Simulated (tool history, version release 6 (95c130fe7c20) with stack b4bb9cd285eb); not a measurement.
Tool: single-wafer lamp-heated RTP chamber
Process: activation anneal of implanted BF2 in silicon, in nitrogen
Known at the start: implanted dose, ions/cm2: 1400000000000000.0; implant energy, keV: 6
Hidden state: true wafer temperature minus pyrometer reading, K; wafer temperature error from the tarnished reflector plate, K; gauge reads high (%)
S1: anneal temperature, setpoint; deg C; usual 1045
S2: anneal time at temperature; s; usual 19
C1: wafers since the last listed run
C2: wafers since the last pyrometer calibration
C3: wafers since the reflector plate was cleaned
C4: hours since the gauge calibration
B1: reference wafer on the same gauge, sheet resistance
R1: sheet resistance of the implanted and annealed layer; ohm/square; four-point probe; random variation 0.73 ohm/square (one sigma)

Run 1, day 0: usual settings but S2 10 s; C1 0; C2 2584; C3 2756; C4 93.2; B1 206.93. Result: R1 206.42 ohm/square.
Run 2, day 2.388: usual settings but S2 10 s; C1 616; C2 3200; C3 3373; C4 150.5; B1 207.16. Result: R1 206.29 ohm/square.
Run 3, day 4.346: usual settings but S2 10 s; C1 505; C2 3706; C3 3878; C4 197.5; B1 206.86. Result: R1 206.61 ohm/square.
Run 4, day 6.629: usual settings but S1 1065 deg C, S2 13 s; C1 589; C2 4296; C3 4468; C4 252.3; B1 207.08. Result: R1 168.83 ohm/square.
Run 5, day 8.933: usual settings but S1 1065 deg C, S2 13 s; C1 595; C2 4891; C3 5064; C4 307.6; B1 206.96. Result: R1 169.14 ohm/square.
Run 6, day 10.529: usual settings but S2 11 s; C1 412; C2 5304; C3 5476; C4 345.9; B1 206.98. Result: R1 200.09 ohm/square.
Run 7, day 11.842: usual settings but S2 11 s; C1 339; C2 5643; C3 5815; C4 377.4; B1 207.09. Result: R1 196.75 ohm/square.
At day 14.042: pyrometer window cleaned and pyrometer calibrated.
Run 8, day 14.175: usual settings; C1 516; C2 34; C3 6332; C4 433.4; B1 207.04. Result: R1 182.19 ohm/square.
Run 9, day 15.8: usual settings; C1 419; C2 454; C3 6752; C4 472.4; B1 207.01. Result: R1 181.72 ohm/square.
Run 10, day 17.921: usual settings but S1 1062 deg C; C1 547; C2 1002; C3 7300; C4 523.3; B1 206.81. Result: R1 162.21 ohm/square.
Run 11, day 19.217: usual settings but S1 1062 deg C; C1 334; C2 1337; C3 7634; C4 554.4; B1 207.03. Result: R1 162.19 ohm/square.
Run 12, day 22.183: usual settings; C1 766; C2 2103; C3 8401; C4 625.6; B1 206.89. Result: R1 179.83 ohm/square.
Run 13, day 23.996: usual settings but S1 1033 deg C; C1 468; C2 2572; C3 8869; C4 669.1; B1 207.11. Result: R1 196.03 ohm/square.
Run 14, day 26.442: usual settings but S1 1025 deg C; C1 631; C2 3204; C3 9501; C4 727.8; B1 206.97. Result: R1 209.16 ohm/square.
Run 15, day 28.783: usual settings but S1 1025 deg C, S2 24 s; C1 604; C2 3809; C3 10106; C4 784; B1 206.96. Result: R1 193.69 ohm/square.
At day 29.712: reflector plate cleaned.
Run 16, day 31.188: usual settings but S1 1024 deg C; C1 535; C2 4344; C3 380; C4 841.7; B1 206.73. Result: R1 210.13 ohm/square.
Run 17, day 32.35: usual settings but S1 1060 deg C, S2 23 s; C1 300; C2 4644; C3 681; C4 869.6; B1 206.85. Result: R1 155.39 ohm/square.
Run 18, day 33.954: usual settings but S1 1054 deg C, S2 27 s; C1 414; C2 5058; C3 1095; C4 908.1; B1 206.92. Result: R1 157.25 ohm/square.
At day 34.833: gauge calibrated.
Run 19, day 35.883: usual settings but S1 1061 deg C, S2 25 s; C1 498; C2 5557; C3 1594; C4 25.2; B1 207.03. Result: R1 150.4 ohm/square.
At day 39.192: pyrometer window cleaned and pyrometer calibrated.
Run 20, day 44.521: usual settings; C1 2145; C2 1376; C3 3739; C4 232.5; B1 207.06. Result: R1 180.87 ohm/square.
Run 21, day 47.046: usual settings but S1 1025 deg C, S2 24 s; C1 652; C2 2029; C3 4391; C4 293.1; B1 206.92. Result: R1 197.23 ohm/square.
Run 22, day 48.167: usual settings but S2 22 s; C1 289; C2 2318; C3 4681; C4 320; B1 206.87. Result: R1 176.19 ohm/square.
Run 23, day 49.2: usual settings but S1 1037 deg C, S2 28 s; C1 266; C2 2585; C3 4948; C4 344.8; B1 206.99. Result: R1 176.55 ohm/square.
Run 24, day 51.362: usual settings but S1 1036 deg C, S2 15 s; C1 558; C2 3144; C3 5507; C4 396.7; B1 207. Result: R1 203.28 ohm/square.

5 ways to go on from here, each from the tool as it stands after run 24. What would each give?
Run A, day 51.379: usual settings but S2 12 s; C1 4; C2 3148; C3 5511; C4 397.1; B1 ?. Result: R1 ?.
Run B, day 51.379: usual settings but S1 1030 deg C, S2 13 s; C1 4; C2 3148; C3 5511; C4 397.1; B1 ?. Result: R1 ?.
Run C, day 51.379: usual settings but S1 1021 deg C, S2 8 s; C1 4; C2 3148; C3 5511; C4 397.1; B1 ?. Result: R1 ?.
Run D, day 51.379: usual settings but S1 1025 deg C, S2 30 s; C1 4; C2 3148; C3 5511; C4 397.1; B1 ?. Result: R1 ?.
Run E, day 51.379: usual settings but S1 1017 deg C, S2 9 s; C1 4; C2 3148; C3 5511; C4 397.1; B1 ?. Result: R1 ?.

run      B1      R1
  A  206.97  196.96
  B  206.97   222.7
  C  206.97  286.59
  D  206.97  184.14
  E  206.97  289.47
Without the tool's hidden state the same runs would have given:
run      R1
  A  201.46
  B  229.06
  C  295.23
  D  187.21
  E  298.16
